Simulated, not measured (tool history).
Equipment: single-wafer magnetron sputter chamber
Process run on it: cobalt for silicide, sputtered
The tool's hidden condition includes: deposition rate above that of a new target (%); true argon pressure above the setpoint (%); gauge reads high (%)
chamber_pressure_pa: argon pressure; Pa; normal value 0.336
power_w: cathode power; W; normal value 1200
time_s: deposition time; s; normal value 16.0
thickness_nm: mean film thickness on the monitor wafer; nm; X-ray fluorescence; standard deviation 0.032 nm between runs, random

run     day  chamber_pressure_pa  power_w  time_s  wafers since the last listed run  wafers on the sputter target  hours since the last manometer calibration  hours since the magnet pack was replaced  hours since the gauge calibration  read-back reference wafer on the same gauge, thickness_nm  thickness_nm
  1   0.000                0.336     1200    18.1                                 0                           756                                      1291.0                                   10164.2                               87.6                                                     10.300        12.172
  2   1.408                0.336     1200    18.1                               902                          1659                                      1324.8                                   10198.0                              121.4                                                     10.300        12.120
  3   2.850                0.395     1200    13.7                               924                          2583                                      1359.4                                   10232.6                              156.0                                                     10.296         9.047
  4   4.638                0.395     1200    13.7                              1145                          3729                                      1402.3                                   10275.5                              198.9                                                     10.292         8.985
  5   7.104                0.395     1200    13.7                              1580                          5310                                      1461.5                                   10334.7                              258.1                                                     10.303         8.898
  6   8.433                0.336     1200    16.0                               851                          6162                                      1493.4                                   10366.6                              290.0                                                     10.299        10.388
      9.746  -- sputter target and shields replaced
  7  11.171                0.336     1200    16.0                              1540                           913                                      1559.1                                   10432.3                              355.7                                                     10.299        10.788
     12.979  -- capacitance manometer re-zeroed and calibrated
  8  13.775                0.336     1200    16.0                              1455                          2368                                        19.1                                   10494.8                              418.2                                                     10.298        10.681
     14.325  -- magnet pack replaced
  9  16.396                0.336     1200    16.0                              1466                          3834                                        82.0                                      49.7                              481.1                                                     10.310        10.635
 10  18.183                0.336     1200    18.0                              1145                          4980                                       124.9                                      92.6                              524.0                                                     10.301        11.821
     19.321  -- sputter target and shields replaced
 11  20.008                0.336     1200    18.0                               956                           440                                       168.7                                     136.4                              567.8                                                     10.305        12.017
 12  22.454                0.397      950    18.2                              1567                          2008                                       227.4                                     195.1                              626.5                                                     10.306        10.327
 13  23.533                0.336     1300    16.0                               691                          2699                                       253.3                                     221.0                              652.4                                                     10.293        11.262
 14  25.375                0.336     1200    16.0                              1180                          3880                                       297.5                                     265.2                              696.6                                                     10.307        10.612
 15  28.000                0.438     1200    16.0                              1682                          5562                                       360.5                                     328.2                              759.6                                                     10.304        10.235

What does the tool deliver on the next run?
     29.096  -- gauge calibrated
 16  29.908                0.456     1200    14.4                              1223                          6785                                       406.3                                     374.0                               19.5                                                          ?             ?

Run 16 measured read-back reference wafer on the same gauge, thickness_nm 10.302, thickness_nm 9.048 nm.
Had the tool carried no hidden state, the very same run would have given thickness_nm 9.398 nm.
